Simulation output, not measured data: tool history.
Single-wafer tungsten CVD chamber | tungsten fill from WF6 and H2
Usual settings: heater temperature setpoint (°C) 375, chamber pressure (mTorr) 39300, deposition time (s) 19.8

| run | day | heater temperature setpoint (°C) | chamber pressure (mTorr) | deposition time (s) | read-back reference wafer on the same gauge, thickness_nm | mean film thickness on the monitor wafer (Å) |
|---|---|---|---|---|---|---|
| 1 | 0.000 | 375 | 39300 | 19.8 | 37.325 | 403.01 |
| 2 | 1.883 | 375 | 39300 | 19.8 | 37.309 | 398.21 |
| 3 | 4.375 | 375 | 39300 | 19.8 | 37.282 | 399.16 |
| 4 | 6.396 | 375 | 39300 | 19.8 | 37.303 | 399.41 |
| 5 | 7.492 | 375 | 39300 | 19.8 | 37.304 | 399.47 |
| 6 | 9.846 | 375 | 39300 | 19.8 | 37.297 | 400.45 |
|  | 11.325 | gauge calibrated |
| 7 | 11.358 | 375 | 39300 | 19.8 | 37.309 | 401.37 |
| 8 | 12.758 | 375 | 47000 | 19.8 | 37.270 | 425.05 |
| 9 | 15.321 | 375 | 47000 | 19.8 | 37.293 | 423.25 |
| 10 | 17.392 | 386 | 32400 | 19.8 | 37.305 | 476.03 |
|  | 18.146 | thermocouple changed; heater temperature recalibrated |
|  | 18.958 | capacitance manometer re-zeroed and calibrated |
| 11 | 19.533 | 375 | 35200 | 21.2 | 37.323 | 397.16 |
|  | 21.779 | showerhead replaced |
| 12 | 21.800 | 381 | 43600 | 22.9 | 37.299 | 530.88 |
| 13 | 23.842 | 375 | 39300 | 22.2 | 37.301 | 433.83 |
| 14 | 25.271 | 361 | 39300 | 16.6 | 37.304 | 230.15 |
| 15 | 27.704 | 375 | 33800 | 21.2 | 37.306 | 394.78 |
| 16 | 29.062 | 375 | 33700 | 17.5 | 37.282 | 324.05 |
| 17 | 31.188 | 375 | 39300 | 19.8 | 37.308 | 387.23 |
| 18 | 33.288 | 375 | 48300 | 22.7 | 37.313 | 475.73 |

What the log doesn't show, run by run:
gauge reads high (%): 0 in every run
H1: wafer temperature above the value expected at the setpoint (K)
H2: true pressure above the setpoint (%)
| run | H1 | H2 |
|---|---|---|
| 1 | 2.47 | -2.19 |
| 2 | 2.48 | -2.58 |
| 3 | 2.5 | -3.13 |
| 4 | 2.51 | -3.6 |
| 5 | 2.52 | -3.87 |
| 6 | 2.53 | -4.48 |
| 7 | 2.54 | -4.89 |
| 8 | 2.55 | -5.28 |
| 9 | 2.56 | -6.03 |
| 10 | 2.57 | -6.67 |
| 11 | 0.332 | -0.955 |
| 12 | 0.491 | -0.98 |
| 13 | 0.626 | -1.03 |
| 14 | 0.717 | -1.09 |
| 15 | 0.863 | -1.21 |
| 16 | 0.941 | -1.29 |
| 17 | 1.06 | -1.45 |
| 18 | 1.16 | -1.63 |
